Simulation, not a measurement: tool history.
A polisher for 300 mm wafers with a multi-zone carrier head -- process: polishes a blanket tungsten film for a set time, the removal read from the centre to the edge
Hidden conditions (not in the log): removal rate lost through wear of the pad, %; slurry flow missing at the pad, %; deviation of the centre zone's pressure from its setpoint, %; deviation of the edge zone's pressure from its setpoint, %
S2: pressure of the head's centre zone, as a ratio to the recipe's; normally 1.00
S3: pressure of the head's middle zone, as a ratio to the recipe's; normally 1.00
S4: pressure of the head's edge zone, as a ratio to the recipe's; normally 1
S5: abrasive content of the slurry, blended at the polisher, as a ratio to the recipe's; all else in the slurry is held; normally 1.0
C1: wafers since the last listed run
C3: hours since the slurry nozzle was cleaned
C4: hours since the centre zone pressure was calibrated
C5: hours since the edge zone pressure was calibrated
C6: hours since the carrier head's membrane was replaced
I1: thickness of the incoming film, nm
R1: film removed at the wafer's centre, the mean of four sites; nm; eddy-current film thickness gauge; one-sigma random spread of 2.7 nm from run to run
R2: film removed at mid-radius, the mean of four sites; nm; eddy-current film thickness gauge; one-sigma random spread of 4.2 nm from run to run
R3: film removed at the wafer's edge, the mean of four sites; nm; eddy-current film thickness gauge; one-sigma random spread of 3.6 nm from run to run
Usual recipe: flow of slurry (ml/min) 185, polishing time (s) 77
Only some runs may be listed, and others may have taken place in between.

run 1 day=0.000 | flow_of_slurry_(ml/min)=185 S2=1.06 S3=1.00 S4=1 S5=1.0 polishing_time_(s)=77 | C1=0 wafers_polished_on_this_pad=306 C3=71.8 C4=190.3 C5=961.4 C6=439.0 | I1=1438.5 | R1=491.7 R2=449.2 R3=469.2
run 2 day=2.567 | flow_of_slurry_(ml/min)=185 S2=1.06 S3=1.00 S4=1 S5=1.0 polishing_time_(s)=77 | C1=693 wafers_polished_on_this_pad=1000 C3=133.4 C4=251.9 C5=1023.0 C6=500.6 | I1=1417.5 | R1=492.1 R2=451.8 R3=460.5
-- day=4.521 slurry nozzle cleaned
run 3 day=4.717 | flow_of_slurry_(ml/min)=185 S2=1.06 S3=1.00 S4=1 S5=1.0 polishing_time_(s)=77 | C1=569 wafers_polished_on_this_pad=1570 C3=4.7 C4=303.5 C5=1074.6 C6=552.2 | I1=1450.9 | R1=494.9 R2=453.5 R3=461.3
run 4 day=5.988 | flow_of_slurry_(ml/min)=185 S2=1.00 S3=1.00 S4=1 S5=1.0 polishing_time_(s)=60 | C1=343 wafers_polished_on_this_pad=1913 C3=35.2 C4=334.0 C5=1105.1 C6=582.7 | I1=1434.1 | R1=365.6 R2=351.4 R3=358.8
-- day=7.246 worn pad replaced by a new one
-- day=7.567 carrier head's membrane replaced by a new one
run 5 day=8.250 | flow_of_slurry_(ml/min)=185 S2=1.00 S3=1.00 S4=1 S5=1.0 polishing_time_(s)=60 | C1=510 wafers_polished_on_this_pad=215 C3=89.5 C4=388.3 C5=1159.4 C6=16.4 | I1=1416.8 | R1=363.4 R2=354.7 R3=358.2
run 6 day=10.092 | flow_of_slurry_(ml/min)=185 S2=1.00 S3=1.00 S4=1 S5=1.0 polishing_time_(s)=60 | C1=497 wafers_polished_on_this_pad=713 C3=133.7 C4=432.5 C5=1203.6 C6=60.6 | I1=1424.9 | R1=366.3 R2=350.2 R3=360.1
run 7 day=11.821 | flow_of_slurry_(ml/min)=185 S2=1.00 S3=0.96 S4=1 S5=1.0 polishing_time_(s)=77 | C1=467 wafers_polished_on_this_pad=1180 C3=175.2 C4=474.0 C5=1245.1 C6=102.1 | I1=1438.3 | R1=464.8 R2=433.9 R3=462.3
-- day=12.717 slurry nozzle cleaned
run 8 day=13.338 | flow_of_slurry_(ml/min)=185 S2=1.00 S3=1.00 S4=1 S5=1.0 polishing_time_(s)=77 | C1=398 wafers_polished_on_this_pad=1579 C3=14.9 C4=510.4 C5=1281.5 C6=138.5 | I1=1426.4 | R1=468.2 R2=448.4 R3=469.7
-- day=16.404 worn pad replaced by a new one
-- day=16.458 centre zone pressure recalibrated
run 9 day=16.479 | flow_of_slurry_(ml/min)=185 S2=1.00 S3=1.00 S4=1 S5=1.0 polishing_time_(s)=77 | C1=790 wafers_polished_on_this_pad=5 C3=90.3 C4=0.5 C5=1356.9 C6=213.9 | I1=1444.1 | R1=434.5 R2=454.6 R3=463.6
run 10 day=17.404 | flow_of_slurry_(ml/min)=185 S2=1.00 S3=1.00 S4=1 S5=1.0 polishing_time_(s)=92 | C1=250 wafers_polished_on_this_pad=255 C3=112.5 C4=22.7 C5=1379.1 C6=236.1 | I1=1423.7 | R1=526.1 R2=539.4 R3=564.8
run 11 day=19.850 | flow_of_slurry_(ml/min)=240 S2=1.08 S3=0.89 S4=1 S5=1.0 polishing_time_(s)=77 | C1=661 wafers_polished_on_this_pad=916 C3=171.2 C4=81.4 C5=1437.8 C6=294.8 | I1=1426.3 | R1=508.1 R2=444.2 R3=472.5
run 12 day=21.079 | flow_of_slurry_(ml/min)=185 S2=1.00 S3=0.90 S4=1 S5=1.0 polishing_time_(s)=77 | C1=332 wafers_polished_on_this_pad=1249 C3=200.7 C4=110.9 C5=1467.3 C6=324.3 | I1=1420.3 | R1=451.7 R2=424.7 R3=464.1
-- day=21.983 slurry nozzle cleaned
-- day=22.492 edge zone pressure recalibrated
run 13 day=23.567 | flow_of_slurry_(ml/min)=185 S2=1.00 S3=1.00 S4=1 S5=1.1 polishing_time_(s)=77 | C1=638 wafers_polished_on_this_pad=1887 C3=38.0 C4=170.6 C5=25.8 C6=384.0 | I1=1434.7 | R1=466.0 R2=464.4 R3=466.2

What will run 14 give?
-- day=24.558 worn pad replaced by a new one
run 14 day=25.712 | flow_of_slurry_(ml/min)=185 S2=1.00 S3=1.00 S4=1 S5=1.0 polishing_time_(s)=77 | C1=534 wafers_polished_on_this_pad=311 C3=89.5 C4=222.1 C5=77.3 C6=435.5 | I1=1423.8 | R1=? R2=? R3=?

R1: 455.4 nm
R2: 450.2 nm
R3: 469.7 nm
The same run, on a tool lacking any hidden state, would have yielded R1 436.6 nm, R2 450.3 nm, R3 469.7 nm.

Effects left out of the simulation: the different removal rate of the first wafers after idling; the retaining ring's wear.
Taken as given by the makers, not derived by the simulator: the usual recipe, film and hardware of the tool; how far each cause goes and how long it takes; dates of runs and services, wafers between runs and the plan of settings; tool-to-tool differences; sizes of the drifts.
